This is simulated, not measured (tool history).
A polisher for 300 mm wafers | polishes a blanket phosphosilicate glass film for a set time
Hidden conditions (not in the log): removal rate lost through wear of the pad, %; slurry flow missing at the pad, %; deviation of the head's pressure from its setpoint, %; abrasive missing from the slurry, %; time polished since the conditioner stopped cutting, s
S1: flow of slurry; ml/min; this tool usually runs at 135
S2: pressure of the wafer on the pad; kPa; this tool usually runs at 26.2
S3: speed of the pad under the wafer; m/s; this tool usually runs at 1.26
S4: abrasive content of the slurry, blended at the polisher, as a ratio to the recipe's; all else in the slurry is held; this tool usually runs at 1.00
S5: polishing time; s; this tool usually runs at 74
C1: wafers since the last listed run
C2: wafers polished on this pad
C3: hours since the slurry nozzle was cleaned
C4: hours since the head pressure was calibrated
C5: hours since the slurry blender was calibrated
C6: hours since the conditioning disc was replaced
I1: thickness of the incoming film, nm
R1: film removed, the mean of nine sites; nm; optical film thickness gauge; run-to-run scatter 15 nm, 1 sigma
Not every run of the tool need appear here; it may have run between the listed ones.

Run 1, day 0.000: usual settings; C1 0; C2 552; C3 758.8; C4 207.8; C5 117.2; C6 154.1; I1 3499.2. Result: R1 929.0 nm.
Run 2, day 0.717: usual settings; C1 238; C2 791; C3 776.0; C4 225.0; C5 134.4; C6 171.3; I1 3525.9. Result: R1 893.2 nm.
Run 3, day 1.104: usual settings; C1 128; C2 920; C3 785.3; C4 234.3; C5 143.7; C6 180.6; I1 3612.8. Result: R1 912.1 nm.
At day 1.554: worn pad replaced by a new one.
Run 4, day 1.671: usual settings; C1 133; C2 39; C3 798.9; C4 247.9; C5 157.3; C6 194.2; I1 3536.6. Result: R1 910.2 nm.
Run 5, day 2.129: usual settings; C1 152; C2 191; C3 809.9; C4 258.9; C5 168.3; C6 205.2; I1 3580.2. Result: R1 911.1 nm.
Run 6, day 2.704: usual settings; C1 191; C2 382; C3 823.7; C4 272.7; C5 182.1; C6 219.0; I1 3512.4. Result: R1 899.8 nm.
Run 7, day 3.167: usual settings; C1 153; C2 536; C3 834.8; C4 283.8; C5 193.2; C6 230.1; I1 3492.9. Result: R1 892.4 nm.
At day 3.471: slurry nozzle cleaned.
At day 4.583: worn pad replaced by a new one.
At day 5.004: head pressure recalibrated.
Run 8, day 5.025: usual settings; C1 520; C2 119; C3 37.3; C4 0.5; C5 237.8; C6 274.7; I1 3515.9. Result: R1 887.2 nm.
At day 5.183: conditioning disc replaced and pad reconditioned.
Run 9, day 5.679: usual settings; C1 189; C2 308; C3 53.0; C4 16.2; C5 253.5; C6 11.9; I1 3549.3. Result: R1 1025.8 nm.
Run 10, day 6.017: usual settings; C1 112; C2 421; C3 61.1; C4 24.3; C5 261.6; C6 20.0; I1 3560.3. Result: R1 1017.4 nm.
Run 11, day 6.604: usual settings but S1 120 ml/min, S3 1.08 m/s, S5 49 s; C1 195; C2 616; C3 75.2; C4 38.4; C5 275.7; C6 34.1; I1 3534.3. Result: R1 567.1 nm.
Run 12, day 7.000: usual settings but S2 29.6 kPa, S4 0.90, S5 57 s; C1 131; C2 748; C3 84.7; C4 47.9; C5 285.2; C6 43.6; I1 3583.5. Result: R1 759.7 nm.
Run 13, day 7.533: usual settings but S3 1.68 m/s, S4 1.20; C1 177; C2 925; C3 97.5; C4 60.7; C5 298.0; C6 56.4; I1 3553.1. Result: R1 1305.5 nm.
At day 7.796: worn pad replaced by a new one.
Run 14, day 7.962: usual settings but S1 175 ml/min, S2 31.0 kPa, S4 1.25, S5 92 s; C1 87; C2 55; C3 107.8; C4 71.0; C5 308.3; C6 66.7; I1 3570.9. Result: R1 1640.7 nm.
At day 8.525: slurry blender recalibrated.
Run 15, day 8.596: usual settings but S1 175 ml/min, S3 1.14 m/s, S4 1.20, S5 87 s; C1 182; C2 238; C3 123.0; C4 86.2; C5 1.7; C6 81.9; I1 3550.7. Result: R1 1218.1 nm.
Run 16, day 9.150: usual settings; C1 184; C2 422; C3 136.3; C4 99.5; C5 15.0; C6 95.2; I1 3574.4. Result: R1 926.7 nm.
Run 17, day 9.583: usual settings but S1 160 ml/min, S5 98 s; C1 144; C2 566; C3 146.7; C4 109.9; C5 25.4; C6 105.6; I1 3603.7. Result: R1 1257.6 nm.
Run 18, day 9.938: usual settings; C1 117; C2 684; C3 155.2; C4 118.4; C5 33.9; C6 114.1; I1 3605.0. Result: R1 933.6 nm.
Run 19, day 10.296: usual settings; C1 119; C2 803; C3 163.8; C4 127.0; C5 42.5; C6 122.7; I1 3615.6. Result: R1 924.0 nm.
Run 20, day 10.758: usual settings; C1 153; C2 957; C3 174.9; C4 138.1; C5 53.6; C6 133.8; I1 3617.6. Result: R1 916.4 nm.

Consider 5 possible next runs. They are alternatives, not a sequence: every one starts from the tool as it was left by run 20. What does each give?
Run A, day 10.775: usual settings but S3 1.68 m/s; C1 5; C2 963; C3 175.3; C4 138.5; C5 54.0; C6 134.2; I1 3578.8. Result: R1 ?.
Run B, day 10.775: usual settings but S1 170 ml/min, S2 24.1 kPa, S4 0.80, S5 86 s; C1 5; C2 963; C3 175.3; C4 138.5; C5 54.0; C6 134.2; I1 3578.8. Result: R1 ?.
Run C, day 10.775: usual settings but S2 32.4 kPa, S3 0.90 m/s, S5 54 s; C1 5; C2 963; C3 175.3; C4 138.5; C5 54.0; C6 134.2; I1 3578.8. Result: R1 ?.
Run D, day 10.775: usual settings but S4 1.15, S5 53 s; C1 5; C2 963; C3 175.3; C4 138.5; C5 54.0; C6 134.2; I1 3578.8. Result: R1 ?.
Run E, day 10.775: usual settings but S3 1.10 m/s, S5 82 s; C1 5; C2 963; C3 175.3; C4 138.5; C5 54.0; C6 134.2; I1 3578.8. Result: R1 ?.

run      R1
  A  1105.5
  B   840.4
  C   615.0
  D   716.8
  E   915.5
With the hidden condition removed and each run's random variation left untouched, the same runs would have given:
run      R1
  A  1302.1
  B   950.3
  C   689.3
  D   816.3
  E  1028.3
